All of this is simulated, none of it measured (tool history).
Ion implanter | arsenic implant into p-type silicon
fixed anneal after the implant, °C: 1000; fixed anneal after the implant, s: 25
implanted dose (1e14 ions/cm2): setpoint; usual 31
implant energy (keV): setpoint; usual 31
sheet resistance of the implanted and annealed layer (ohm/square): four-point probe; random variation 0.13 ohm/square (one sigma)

run   hour  implanted dose (1e14 ions/cm2)  implant energy (keV)  wafers since the last listed run  hours since the last dose calibration  hours since the extraction supply was calibrated  hours since the gauge calibration  read-back reference wafer on the same gauge, sheet resistance  sheet resistance of the implanted and annealed layer (ohm/square)
  1      0                              31                    31                                 0                                 2219.8                                            5800.7                              250.6                                                          73.57                                                              85.45
  2   24.1                              31                    31                               347                                 2243.9                                            5824.8                              274.7                                                          73.63                                                              85.55
  3     50                              31                    31                               373                                 2269.8                                            5850.7                              300.6                                                           73.6                                                               85.4
  4   70.3                              31                    31                               292                                 2290.1                                              5871                              320.9                                                          73.62                                                              85.36
  5   99.8                              31                    31                               425                                 2319.6                                            5900.5                              350.4                                                          73.66                                                              85.57
  6  118.1                              31                    31                               264                                 2337.9                                            5918.8                              368.7                                                          73.63                                                              85.43
     151.3  -- Faraday cup replaced and dose calibrated
     197.9  -- gauge calibrated
  7  213.8                              31                    31                              1265                                   62.5                                            6014.5                               15.9                                                          73.17                                                              84.93
  8  231.1                           23.64                    41                               249                                   79.8                                            6031.8                               33.2                                                          73.22                                                              78.53
  9  249.3                           24.47                  41.5                               262                                     98                                              6050                               51.4                                                          73.26                                                               77.7
     268.2  -- extraction supply calibrated
 10  274.6                           38.15                    39                               249                                  123.3                                               6.4                               76.7                                                          73.31                                                              73.72
 11  310.2                              31                    31                               513                                  158.9                                                42                              112.3                                                          73.34                                                              85.06
 12  336.1                           24.96                  24.5                               373                                  184.8                                              67.9                              138.2                                                          73.44                                                              96.78
 13  361.5                           40.01                  21.5                               366                                  210.2                                              93.3                              163.6                                                          73.42                                                              95.54
 14  389.2                           26.79                  41.5                               399                                  237.9                                               121                              191.3                                                          73.46                                                              76.55

3 ways to go on from here, each from the tool as it stands after run 14. What would each give?
  A  389.6                              31                    31                                 5                                  238.3                                             121.4                              191.7                                                              ?                                                                  ?
  B  389.6                           36.93                    31                                 5                                  238.3                                             121.4                              191.7                                                              ?                                                                  ?
  C  389.6                           24.04                  26.5                                 5                                  238.3                                             121.4                              191.7                                                              ?                                                                  ?

run  read-back reference wafer on the same gauge, sheet resistance  sheet resistance of the implanted and annealed layer (ohm/square)
  A                                                          73.47                                                              85.33
  B                                                          73.47                                                              83.32
  C                                                          73.47                                                              94.81
Without the tool's hidden state the same runs would have given:
run  sheet resistance of the implanted and annealed layer (ohm/square)
  A                                                              85.02
  B                                                              83.01
  C                                                              94.46
